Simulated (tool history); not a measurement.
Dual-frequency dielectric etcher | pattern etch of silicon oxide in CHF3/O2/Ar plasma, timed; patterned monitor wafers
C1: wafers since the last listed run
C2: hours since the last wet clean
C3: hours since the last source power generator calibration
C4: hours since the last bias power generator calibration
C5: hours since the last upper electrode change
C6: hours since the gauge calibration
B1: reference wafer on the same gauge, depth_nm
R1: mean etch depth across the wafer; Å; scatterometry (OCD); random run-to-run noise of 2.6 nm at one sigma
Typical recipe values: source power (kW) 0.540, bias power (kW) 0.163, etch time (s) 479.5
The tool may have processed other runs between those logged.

Run 1, hour 0.0: usual settings but etch time (s) 386.0; C1 0; C2 172.0; C3 4553.6; C4 2936.9; C5 6520.3; C6 272.0; B1 964.5. Result: R1 7732 Å.
Run 2, hour 26.3: usual settings but etch time (s) 386.0; C1 73; C2 198.3; C3 4579.9; C4 2963.2; C5 6546.6; C6 298.3; B1 964.8. Result: R1 7756 Å.
Run 3, hour 52.3: usual settings; C1 72; C2 224.3; C3 4605.9; C4 2989.2; C5 6572.6; C6 324.3; B1 965.0. Result: R1 9655 Å.
Run 4, hour 74.2: usual settings; C1 61; C2 246.2; C3 4627.8; C4 3011.1; C5 6594.5; C6 346.2; B1 965.0. Result: R1 9597 Å.
Run 5, hour 97.3: usual settings; C1 64; C2 269.3; C3 4650.9; C4 3034.2; C5 6617.6; C6 369.3; B1 964.8. Result: R1 9569 Å.
At hour 119.7: gauge calibrated.
At hour 137.7: upper electrode replaced.
Run 6, hour 138.2: usual settings; C1 47; C2 310.2; C3 4691.8; C4 3075.1; C5 0.5; C6 18.5; B1 964.6. Result: R1 9571 Å.
At hour 155.1: bias power generator calibrated.
At hour 163.7: wet clean of the chamber.
Run 7, hour 164.2: usual settings; C1 37; C2 0.5; C3 4717.8; C4 9.1; C5 26.5; C6 44.5; B1 964.6. Result: R1 9816 Å.
Run 8, hour 180.8: usual settings but bias power (kW) 0.135; C1 46; C2 17.1; C3 4734.4; C4 25.7; C5 43.1; C6 61.1; B1 965.2. Result: R1 9013 Å.
At hour 187.7: source power generator calibrated.
Run 9, hour 213.0: usual settings; C1 79; C2 49.3; C3 25.3; C4 57.9; C5 75.3; C6 93.3; B1 965.3. Result: R1 9826 Å.
At hour 248.4: wet clean of the chamber, repeated, since the last time left the tool worse.
Run 10, hour 248.9: usual settings; C1 33; C2 0.5; C3 61.2; C4 93.8; C5 111.2; C6 129.2; B1 965.0. Result: R1 9646 Å.
Run 11, hour 255.4: usual settings but bias power (kW) 0.132; C1 18; C2 7.0; C3 67.7; C4 100.3; C5 117.7; C6 135.7; B1 964.9. Result: R1 8774 Å.
Run 12, hour 283.4: usual settings but etch time (s) 534.0; C1 78; C2 35.0; C3 95.7; C4 128.3; C5 145.7; C6 163.7; B1 965.2. Result: R1 10656 Å.
Run 13, hour 375.9: usual settings but source power (kW) 0.660, etch time (s) 375.0; C1 259; C2 127.5; C3 188.2; C4 220.8; C5 238.2; C6 256.2; B1 965.4. Result: R1 7921 Å.

The next listed run, before its measurement:
Run 14, hour 398.9: usual settings but source power (kW) 0.620, bias power (kW) 0.178, etch time (s) 538.5; C1 64; C2 150.5; C3 211.2; C4 243.8; C5 261.2; C6 279.2; B1 ?. Result: R1 ?.

Run 14 produced B1 965.6, R1 11582 Å.
Without the tool's hidden state the same run would have given R1 11653 Å.

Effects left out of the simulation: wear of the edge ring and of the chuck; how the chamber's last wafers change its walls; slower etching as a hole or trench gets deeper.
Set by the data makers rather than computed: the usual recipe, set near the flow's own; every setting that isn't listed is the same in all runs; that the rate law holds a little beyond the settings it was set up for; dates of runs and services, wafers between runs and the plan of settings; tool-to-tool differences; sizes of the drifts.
